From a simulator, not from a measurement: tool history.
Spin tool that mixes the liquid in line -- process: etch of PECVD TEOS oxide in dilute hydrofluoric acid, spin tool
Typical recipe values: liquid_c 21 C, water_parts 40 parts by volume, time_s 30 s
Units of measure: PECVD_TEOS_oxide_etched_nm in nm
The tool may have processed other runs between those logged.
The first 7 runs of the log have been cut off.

run	hour	liquid_c	water_parts	time_s	read-back film thickness of the PECVD TEOS oxide reference wafer, read on the same gauge (nm)	PECVD_TEOS_oxide_etched_nm
8	84.4	21	40	30	90	13.6
9	96.3	21	40	30	90.01	13.48
10	107.5	17.5	40	30	89.99	11.63
11	116.6	25	40	30	90	15.72
12	124.7	24.5	40	20	90	10.34
13	131.4	17	40	30	89.98	11.26
14	141.5	21	25	30	90.01	21.84
15	151.9	23	50	50	90	19.15
16	163.9	25.5	40	25	89.99	13.38
17	176	18	25	40	90.02	25.77
18	191.4	21	50	45	89.99	15.91
19	199.2	24.5	45	40	90.01	18.19
20	214.7	21	40	30	89.98	13.3
21	225.5	22.5	25	15	90	11.59
# hour 230.9: gauge calibrated
22	231.7	25	40	30	89.99	15.73
23	242	17.5	30	15	90.02	7.67
24	255.5	19	55	30	90.01	8.7
25	266	23.5	55	15	89.99	5.25
26	282.9	21	25	15	90.02	10.77
27	294.8	21	40	30	90	13.13
28	304.9	17	40	40	89.99	14.8
29	314.6	21	40	30	90	13.07
30	330.7	24	25	45	90.01	36.62

Forecast run 31:
31	336.9	21	45	30	?	?

read-back film thickness of the PECVD TEOS oxide reference wafer, read on the same gauge (nm): 90
PECVD_TEOS_oxide_etched_nm: 11.62 nm
Had the tool carried no hidden state, the very same run would have given PECVD_TEOS_oxide_etched_nm 12.03 nm.

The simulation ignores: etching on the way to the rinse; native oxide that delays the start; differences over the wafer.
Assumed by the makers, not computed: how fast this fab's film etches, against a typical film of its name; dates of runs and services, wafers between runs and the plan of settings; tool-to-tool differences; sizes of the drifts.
